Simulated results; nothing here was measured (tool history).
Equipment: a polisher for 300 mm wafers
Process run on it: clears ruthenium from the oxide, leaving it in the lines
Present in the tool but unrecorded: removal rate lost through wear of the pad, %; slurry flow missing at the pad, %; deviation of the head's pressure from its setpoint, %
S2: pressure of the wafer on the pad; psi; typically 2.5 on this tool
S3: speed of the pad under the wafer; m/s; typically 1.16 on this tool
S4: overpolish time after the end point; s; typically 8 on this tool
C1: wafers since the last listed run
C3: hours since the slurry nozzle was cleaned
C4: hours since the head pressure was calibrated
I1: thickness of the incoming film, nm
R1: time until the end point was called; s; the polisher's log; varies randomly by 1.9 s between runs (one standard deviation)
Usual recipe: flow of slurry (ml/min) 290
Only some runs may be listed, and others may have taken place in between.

Run 1, hour 0: usual settings; C1 0; wafers polished on this pad 2308; C3 46.4; C4 1150.6; I1 159.8. Result: R1 91.3 s.
Run 2, hour 38.4: usual settings; C1 295; wafers polished on this pad 2603; C3 84.8; C4 1189; I1 160.6. Result: R1 90.2 s.
Run 3, hour 105.6: usual settings; C1 516; wafers polished on this pad 3119; C3 152; C4 1256.2; I1 159.1. Result: R1 95.6 s.
At hour 138.7: worn pad replaced by a new one.
At hour 139.7: head pressure recalibrated.
Run 4, hour 184.2: usual settings; C1 565; wafers polished on this pad 341; C3 230.6; C4 44.5; I1 158.9. Result: R1 93.9 s.
Run 5, hour 270.9: usual settings; C1 666; wafers polished on this pad 1008; C3 317.3; C4 131.2; I1 160.3. Result: R1 94.7 s.
Run 6, hour 316.1: usual settings; C1 347; wafers polished on this pad 1355; C3 362.5; C4 176.4; I1 158.8. Result: R1 95.7 s.
Run 7, hour 355.4: usual settings; C1 302; wafers polished on this pad 1657; C3 401.8; C4 215.7; I1 160.7. Result: R1 99.1 s.
At hour 385.3: slurry nozzle cleaned.
Run 8, hour 436.2: usual settings; C1 613; wafers polished on this pad 2271; C3 50.9; C4 296.5; I1 160.5. Result: R1 91.7 s.
Run 9, hour 531.6: usual settings; C1 733; wafers polished on this pad 3004; C3 146.3; C4 391.9; I1 161.4. Result: R1 96 s.
Run 10, hour 572.2: usual settings but flow of slurry (ml/min) 225, S4 5 s; C1 312; wafers polished on this pad 3316; C3 186.9; C4 432.5; I1 161.1. Result: R1 95.2 s.
At hour 601.8: worn pad replaced by a new one.
Run 11, hour 638.2: usual settings but flow of slurry (ml/min) 225, S4 5 s; C1 476; wafers polished on this pad 279; C3 252.9; C4 498.5; I1 158.9. Result: R1 95 s.
Run 12, hour 674.2: usual settings but flow of slurry (ml/min) 225, S4 5 s; C1 276; wafers polished on this pad 556; C3 288.9; C4 534.5; I1 160.1. Result: R1 96.9 s.
Run 13, hour 718.4: usual settings; C1 339; wafers polished on this pad 896; C3 333.1; C4 578.7; I1 159.1. Result: R1 93.1 s.
Run 14, hour 759.2: usual settings; C1 313; wafers polished on this pad 1210; C3 373.9; C4 619.5; I1 158.3. Result: R1 96.9 s.
At hour 813.4: slurry nozzle cleaned.
Run 15, hour 823.4: usual settings; C1 485; wafers polished on this pad 1695; C3 10; C4 683.7; I1 160.8. Result: R1 96.4 s.
Run 16, hour 882.2: usual settings but flow of slurry (ml/min) 225, S4 5 s; C1 451; wafers polished on this pad 2147; C3 68.8; C4 742.5; I1 161.6. Result: R1 98.6 s.
Run 17, hour 955.3: usual settings; C1 561; wafers polished on this pad 2709; C3 141.9; C4 815.6; I1 160.2. Result: R1 94.5 s.
Run 18, hour 1024.3: usual settings but flow of slurry (ml/min) 320, S2 3.3 psi; C1 530; wafers polished on this pad 3240; C3 210.9; C4 884.6; I1 160.3. Result: R1 67.7 s.
Run 19, hour 1073.1: usual settings but S2 2.9 psi, S4 5 s; C1 375; wafers polished on this pad 3615; C3 259.7; C4 933.4; I1 160. Result: R1 82.3 s.
At hour 1085.5: worn pad replaced by a new one.
Run 20, hour 1176.5: usual settings; C1 764; wafers polished on this pad 699; C3 363.1; C4 1036.8; I1 160.6. Result: R1 94.7 s.
At hour 1251.7: slurry nozzle cleaned.
Run 21, hour 1268.9: usual settings but flow of slurry (ml/min) 330, S3 0.82 m/s; C1 702; wafers polished on this pad 1402; C3 17.2; C4 1129.2; I1 159.6. Result: R1 133.2 s.
Run 22, hour 1371.9: usual settings but flow of slurry (ml/min) 380, S2 2 psi, S3 1.04 m/s, S4 6 s; C1 791; wafers polished on this pad 2194; C3 120.2; C4 1232.2; I1 159.8. Result: R1 129.4 s.
Run 23, hour 1423.5: usual settings; C1 396; wafers polished on this pad 2590; C3 171.8; C4 1283.8; I1 158.9. Result: R1 94.2 s.
At hour 1430.7: head pressure recalibrated.
At hour 1480: worn pad replaced by a new one.
Run 24, hour 1497.2: usual settings; C1 520; wafers polished on this pad 132; C3 245.5; C4 66.5; I1 159.3. Result: R1 91.8 s.
At hour 1712: slurry nozzle cleaned.
Run 25, hour 1734.9: usual settings but flow of slurry (ml/min) 335, S4 12 s; C1 1819; wafers polished on this pad 1951; C3 22.9; C4 304.2; I1 161.4. Result: R1 95.1 s.
Run 26, hour 1821: usual settings; C1 661; wafers polished on this pad 2613; C3 109; C4 390.3; I1 162.8. Result: R1 92.9 s.
Run 27, hour 1870.6: usual settings but S2 1.7 psi; C1 381; wafers polished on this pad 2994; C3 158.6; C4 439.9; I1 160.8. Result: R1 138.3 s.
Run 28, hour 1930.2: usual settings but S3 1.3 m/s; C1 458; wafers polished on this pad 3453; C3 218.2; C4 499.5; I1 161.1. Result: R1 88.3 s.
At hour 1988.7: worn pad replaced by a new one.
Run 29, hour 2002.4: usual settings but S2 3.4 psi, S3 0.8 m/s; C1 524; wafers polished on this pad 105; C3 290.4; C4 571.7; I1 160.4. Result: R1 102.6 s.
Run 30, hour 2178.3: usual settings but flow of slurry (ml/min) 240, S2 2.8 psi, S3 1.32 m/s, S4 10 s; C1 1352; wafers polished on this pad 1457; C3 466.3; C4 747.6; I1 158.2. Result: R1 80.8 s.
At hour 2231.8: slurry nozzle cleaned.
Run 31, hour 2284.5: usual settings but flow of slurry (ml/min) 250, S4 6 s; C1 808; wafers polished on this pad 2266; C3 52.7; C4 853.8; I1 158.5. Result: R1 96.3 s.

The same runs without the tool's hidden state, with the same run-to-run variation:
run     R1
  1   91.1
  2   89.9
  3   94.9
  4   92.6
  5   92.2
  6   92.3
  7   94.4
  8   91.5
  9   95.4
 10   94.2
 11   93.1
 12   94.3
 13   90.5
 14   93.2
 15     96
 16     98
 17   93.8
 18   66.9
 19   80.7
 20   91.1
 21  132.6
 22  128.6
 23   93.1
 24     90
 25   94.9
 26   92.6
 27  137.4
 28   87.3
 29  100.6
 30   74.1
 31     95
